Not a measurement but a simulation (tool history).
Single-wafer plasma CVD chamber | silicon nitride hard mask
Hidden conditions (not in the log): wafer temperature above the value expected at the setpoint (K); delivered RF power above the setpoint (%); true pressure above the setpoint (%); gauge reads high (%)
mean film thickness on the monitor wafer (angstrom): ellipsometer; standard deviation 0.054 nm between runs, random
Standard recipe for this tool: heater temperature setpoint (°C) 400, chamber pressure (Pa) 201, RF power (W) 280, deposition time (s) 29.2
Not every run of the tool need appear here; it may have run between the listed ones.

run	hour	heater temperature setpoint (°C)	chamber pressure (Pa)	RF power (W)	deposition time (s)	wafers since the last listed run	hours since the last thermocouple change	hours since the last RF generator calibration	hours since the last manometer calibration	hours since the showerhead was replaced	hours since the gauge calibration	read-back reference wafer on the same gauge, thickness_nm	mean film thickness on the monitor wafer (angstrom)
1	0	391	201	280	29.2	0	877.3	1262.7	1918.5	3397.4	306.8	36.904	319.37
2	46	391	201	280	29.2	769	923.3	1308.7	1964.5	3443.4	352.8	36.9	319.3
3	110.4	391	201	280	29.2	1077	987.7	1373.1	2028.9	3507.8	417.2	36.895	319.18
4	138.3	400	201	280	29.2	466	1015.6	1401	2056.8	3535.7	445.1	36.893	317.38
5	193.4	400	201	320	33.8	921	1070.7	1456.1	2111.9	3590.8	500.2	36.897	416.39
6	233	400	201	320	33.8	662	1110.3	1495.7	2151.5	3630.4	539.8	36.894	416.49
7	287.3	400	201	320	33.8	908	1164.6	1550	2205.8	3684.7	594.1	36.908	416.23
8	348.4	400	201	280	32.2	1022	1225.7	1611.1	2266.9	3745.8	655.2	36.894	350.94
9	393.8	400	201	280	32.2	759	1271.1	1656.5	2312.3	3791.2	700.6	36.902	349.6
10	424.6	400	201	280	29.2	515	1301.9	1687.3	2343.1	3822	731.4	36.907	317.45
11	464.1	400	201	280	29.2	660	1341.4	1726.8	2382.6	3861.5	770.9	36.899	316.31
12	511.6	400	201	280	29.2	794	1388.9	1774.3	2430.1	3909	818.4	36.901	318.39
# hour 521.2: RF generator calibrated
13	558.8	400	201	280	29.2	655	1436.1	37.6	2477.3	3956.2	865.6	36.894	320.04
14	616.4	400	201	300	29.2	963	1493.7	95.2	2534.9	4013.8	923.2	36.902	341.11
# hour 632: capacitance manometer re-zeroed and calibrated
15	651.5	400	235	320	24.3	453	1528.8	130.3	19.5	4048.9	958.3	36.899	314.38
16	720.5	400	231	280	23.6	1154	1597.8	199.3	88.5	4117.9	1027.3	36.915	269.24
17	749	400	201	265	29.2	476	1626.3	227.8	117	4146.4	1055.8	36.899	306.44
# hour 759.3: showerhead replaced
18	801.6	386	235	280	23.6	746	1678.9	280.4	169.6	42.3	1108.4	36.907	270.78
19	869.6	393	173	235	32.7	1137	1746.9	348.4	237.6	110.3	1176.4	36.9	292.98
# hour 915.1: thermocouple changed; heater temperature recalibrated
20	915.6	385	221	300	27.6	635	0.5	394.4	283.6	156.3	1222.4	36.884	333.99
# hour 917: gauge calibrated
21	958.4	400	201	320	33.8	716	43.3	437.2	326.4	199.1	41.4	36.905	421.86
22	1068.9	400	201	280	29.2	1848	153.8	547.7	436.9	309.6	151.9	36.893	321.41
23	1116.5	400	201	230	26	796	201.4	595.3	484.5	357.2	199.5	36.897	231.65
24	1176.9	400	201	280	25.6	1010	261.8	655.7	544.9	417.6	259.9	36.894	281.27
25	1238.6	404	201	305	29.2	1032	323.5	717.4	606.6	479.3	321.6	36.908	347.01
26	1283.5	400	224	245	30.9	751	368.4	762.3	651.5	524.2	366.5	36.915	301.08
27	1328.8	400	201	280	29.2	757	413.7	807.6	696.8	569.5	411.8	36.903	319.46

4 ways to go on from here, each from the tool as it stands after run 27. What would each give?
A	1329.2	400	201	280	32.4	6	414.1	808	697.2	569.9	412.2	?	?
B	1329.2	400	201	280	32.6	6	414.1	808	697.2	569.9	412.2	?	?
C	1329.2	395	201	280	25.4	6	414.1	808	697.2	569.9	412.2	?	?
D	1329.2	400	201	225	29.2	6	414.1	808	697.2	569.9	412.2	?	?

run	read-back reference wafer on the same gauge, thickness_nm	mean film thickness on the monitor wafer (angstrom)
A	36.886	354.82
B	36.886	357.01
C	36.886	278.89
D	36.886	252.31
The same runs, with their run-to-run variation unchanged, on a tool lacking any hidden condition would have given:
run	mean film thickness on the monitor wafer (angstrom)
A	361.34
B	363.57
C	284.02
D	257.17
